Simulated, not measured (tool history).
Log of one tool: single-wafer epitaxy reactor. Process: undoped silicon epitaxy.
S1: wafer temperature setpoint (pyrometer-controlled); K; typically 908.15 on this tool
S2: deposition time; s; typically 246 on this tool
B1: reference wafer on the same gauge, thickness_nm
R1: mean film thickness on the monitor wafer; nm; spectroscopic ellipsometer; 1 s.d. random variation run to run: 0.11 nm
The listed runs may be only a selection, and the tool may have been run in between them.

Run 1, hour 0.0: usual settings; B1 24.303. Result: R1 29.353 nm.
Run 2, hour 17.5: usual settings but S1 898.15 K, S2 228 s; B1 24.301. Result: R1 22.284 nm.
Run 3, hour 27.2: usual settings but S1 898.15 K, S2 228 s; B1 24.298. Result: R1 22.272 nm.
Run 4, hour 45.0: usual settings but S1 898.15 K, S2 228 s; B1 24.279. Result: R1 22.447 nm.
Run 5, hour 61.6: usual settings; B1 24.294. Result: R1 29.501 nm.
Run 6, hour 82.0: usual settings; B1 24.308. Result: R1 29.324 nm.
Run 7, hour 92.6: usual settings; B1 24.315. Result: R1 29.352 nm.
Run 8, hour 101.8: usual settings but S2 210 s; B1 24.284. Result: R1 25.243 nm.
Run 9, hour 113.3: usual settings but S2 210 s; B1 24.309. Result: R1 25.139 nm.
Run 10, hour 130.9: usual settings but S2 210 s; B1 24.309. Result: R1 25.059 nm.
Run 11, hour 182.6: usual settings; B1 24.295. Result: R1 29.469 nm.
Run 12, hour 199.4: usual settings; B1 24.283. Result: R1 29.576 nm.
Run 13, hour 206.5: usual settings but S2 223 s; B1 24.307. Result: R1 26.665 nm.
Run 14, hour 221.9: usual settings but S2 223 s; B1 24.302. Result: R1 26.844 nm.
At hour 269.6: pyrometer calibrated.
Run 15, hour 270.1: usual settings but S2 216 s; B1 24.310. Result: R1 27.562 nm.
Run 16, hour 276.6: usual settings but S2 216 s; B1 24.295. Result: R1 27.825 nm.
Run 17, hour 289.4: usual settings but S1 902.15 K; B1 24.293. Result: R1 28.190 nm.
Run 18, hour 302.2: usual settings but S1 902.15 K; B1 24.302. Result: R1 28.176 nm.
Run 19, hour 312.8: usual settings but S1 904.15 K, S2 264 s; B1 24.302. Result: R1 31.552 nm.
Run 20, hour 322.6: usual settings but S1 917.15 K, S2 206 s; B1 24.302. Result: R1 31.713 nm.
Run 21, hour 337.2: usual settings but S1 921.15 K; B1 24.296. Result: R1 41.082 nm.
At hour 341.0: gauge calibrated.
Run 22, hour 347.4: usual settings but S1 901.15 K, S2 231 s; B1 24.286. Result: R1 26.197 nm.
Run 23, hour 356.7: usual settings but S1 921.15 K, S2 278 s; B1 24.285. Result: R1 46.433 nm.
Run 24, hour 372.7: usual settings; B1 24.317. Result: R1 31.951 nm.
Run 25, hour 380.0: usual settings but S1 901.15 K, S2 204 s; B1 24.313. Result: R1 23.082 nm.
At hour 399.3: pyrometer calibrated, repeated, since the last time left the tool worse.
Run 26, hour 399.8: usual settings but S2 286 s; B1 24.308. Result: R1 32.246 nm.
Run 27, hour 413.6: usual settings but S1 918.15 K; B1 24.303. Result: R1 33.567 nm.
Run 28, hour 429.8: usual settings but S2 213 s; B1 24.311. Result: R1 24.036 nm.
Run 29, hour 437.3: usual settings; B1 24.300. Result: R1 27.789 nm.
Run 30, hour 449.5: usual settings but S2 202 s; B1 24.287. Result: R1 23.039 nm.
Run 31, hour 466.0: usual settings but S1 894.15 K, S2 278 s; B1 24.300. Result: R1 23.767 nm.
Run 32, hour 482.9: usual settings but S1 913.15 K, S2 217 s; B1 24.310. Result: R1 27.080 nm.
Run 33, hour 498.3: usual settings but S1 896.15 K; B1 24.311. Result: R1 21.903 nm.
Run 34, hour 512.0: usual settings; B1 24.295. Result: R1 28.294 nm.
Run 35, hour 523.5: usual settings but S1 915.15 K, S2 230 s; B1 24.296. Result: R1 30.052 nm.
Run 36, hour 532.1: usual settings but S1 898.15 K; B1 24.294. Result: R1 23.208 nm.

A few steps of R1 between consecutive runs. Split each: what settings, incoming material and random variation would produce without the hidden state, and what is left over for the hidden state, along with gauge scatter present in only one of the two compared results (measured, and without hidden state):
What the log doesn't record here: wafer temperature above the value expected at the setpoint (K); gauge reads high (%).
Run 21 -> 22: S1 921.15 -> 901.15, S2 246 -> 231, gauge calibrated. R1 -14.885 nm: hidden state -1.798, all else -13.087.
Run 22 -> 23: S1 901.15 -> 921.15, S2 231 -> 278. R1 +20.236 nm: hidden state +2.619, all else +17.617.
Run 23 -> 24: S1 921.15 -> 908.15, S2 278 -> 246. R1 -14.482 nm: hidden state -1.778, all else -12.704.
Run 25 -> 26: S1 901.15 -> 908.15, S2 204 -> 286, pyrometer calibrated, repeated, since the last time left the tool worse. R1 +9.164 nm: hidden state -3.210, all else +12.374.

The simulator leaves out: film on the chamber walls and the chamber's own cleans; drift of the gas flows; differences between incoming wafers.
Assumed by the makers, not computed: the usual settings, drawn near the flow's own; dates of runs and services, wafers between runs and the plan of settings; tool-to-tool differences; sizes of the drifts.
